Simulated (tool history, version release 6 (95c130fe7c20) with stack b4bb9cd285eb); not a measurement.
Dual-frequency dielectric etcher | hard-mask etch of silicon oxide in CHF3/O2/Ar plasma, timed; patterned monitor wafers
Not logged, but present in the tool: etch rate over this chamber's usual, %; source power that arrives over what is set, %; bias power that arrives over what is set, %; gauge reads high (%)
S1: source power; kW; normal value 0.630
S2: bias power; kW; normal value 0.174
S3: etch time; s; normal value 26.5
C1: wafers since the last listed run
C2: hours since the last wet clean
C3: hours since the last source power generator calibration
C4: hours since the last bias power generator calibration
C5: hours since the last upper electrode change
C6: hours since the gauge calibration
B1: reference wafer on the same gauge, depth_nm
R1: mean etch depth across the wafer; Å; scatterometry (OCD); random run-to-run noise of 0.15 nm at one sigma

run,hour,S1,S2,S3,C1,C2,C3,C4,C5,C6,B1,R1
1,0.0,0.630,0.174,26.5,0,218.2,4196.1,5209.0,4461.4,3110.1,55.5,555
2,39.2,0.630,0.174,26.5,523,257.4,4235.3,5248.2,4500.6,3149.3,55.5,554
3,82.6,0.630,0.174,26.5,580,300.8,4278.7,5291.6,4544.0,3192.7,55.5,557
# hour 142.2: bias power generator calibrated
4,183.2,0.630,0.174,26.5,1291,401.4,4379.3,41.0,4644.6,3293.3,55.5,554
5,228.9,0.630,0.174,26.5,610,447.1,4425.0,86.7,4690.3,3339.0,55.5,553
6,312.2,0.630,0.174,26.5,1113,530.4,4508.3,170.0,4773.6,3422.3,55.5,555
# hour 372.7: wet clean of the chamber
7,381.0,0.630,0.174,31.5,598,8.3,4577.1,238.8,4842.4,3491.1,55.5,659
8,488.1,0.520,0.202,24.5,1431,115.4,4684.2,345.9,4949.5,3598.2,55.4,517
# hour 694.0: source power generator calibrated
# hour 729.2: gauge calibrated
9,798.2,0.630,0.174,26.5,4091,425.5,104.2,656.0,5259.6,69.0,55.6,571
10,897.8,0.630,0.131,26.5,1331,525.1,203.8,755.6,5359.2,168.6,55.6,501
# hour 934.1: wet clean of the chamber
11,1003.8,0.740,0.218,19.0,1095,69.7,309.8,861.6,5465.2,274.6,55.4,476
# hour 1081.8: upper electrode replaced
12,1082.3,0.550,0.196,19.5,728,148.2,388.3,940.1,0.5,353.1,55.5,425
13,1171.8,0.710,0.204,29.0,1196,237.7,477.8,1029.6,90.0,442.6,55.5,700
14,1262.1,0.540,0.146,26.5,1206,328.0,568.1,1119.9,180.3,532.9,55.4,503
# hour 1281.0: source power generator calibrated, repeated, since the last time left the tool worse
15,1356.5,0.630,0.174,22.5,1208,422.4,75.5,1214.3,274.7,627.3,55.5,476
16,1435.0,0.690,0.174,26.5,1049,500.9,154.0,1292.8,353.2,705.8,55.5,575
17,1521.1,0.630,0.174,26.5,1150,587.0,240.1,1378.9,439.3,791.9,55.5,562
# hour 1560.2: wet clean of the chamber
18,1565.8,0.630,0.174,30.0,276,5.6,284.8,1423.6,484.0,836.6,55.5,634
19,1667.8,0.770,0.160,29.0,1363,107.6,386.8,1525.6,586.0,938.6,55.6,629
20,1704.1,0.630,0.174,26.5,485,143.9,423.1,1561.9,622.3,974.9,55.5,561
21,1778.0,0.770,0.188,29.0,987,217.8,497.0,1635.8,696.2,1048.8,55.5,680
22,1864.8,0.740,0.218,19.0,1160,304.6,583.8,1722.6,783.0,1135.6,55.5,471
23,1912.0,0.630,0.174,22.5,630,351.8,631.0,1769.8,830.2,1182.8,55.5,475
24,2013.3,0.750,0.193,26.5,1353,453.1,732.3,1871.1,931.5,1284.1,55.4,618
25,2068.0,0.590,0.141,33.5,731,507.8,787.0,1925.8,986.2,1338.8,55.6,630
# hour 2182.4: wet clean of the chamber
26,2182.9,0.770,0.199,26.5,1214,0.5,901.9,2040.7,1101.1,1453.7,55.6,636
27,2212.0,0.580,0.199,19.0,388,29.6,931.0,2069.8,1130.2,1482.8,55.5,416
28,2318.3,0.630,0.190,24.5,1420,135.9,1037.3,2176.1,1236.5,1589.1,55.6,540

Forecast each of these 5 alternatives for the next run:
A,2318.7,0.630,0.174,26.5,5,136.3,1037.7,2176.5,1236.9,1589.5,?,?
B,2318.7,0.690,0.131,26.5,5,136.3,1037.7,2176.5,1236.9,1589.5,?,?
C,2318.7,0.770,0.205,23.0,5,136.3,1037.7,2176.5,1236.9,1589.5,?,?
D,2318.7,0.680,0.145,19.5,5,136.3,1037.7,2176.5,1236.9,1589.5,?,?
E,2318.7,0.630,0.216,26.5,5,136.3,1037.7,2176.5,1236.9,1589.5,?,?

run,B1,R1
A,55.4,560
B,55.4,506
C,55.4,559
D,55.4,389
E,55.4,618
Had the tool no hidden state, the same runs would have come out as:
run,R1
A,562
B,507
C,560
D,390
E,620
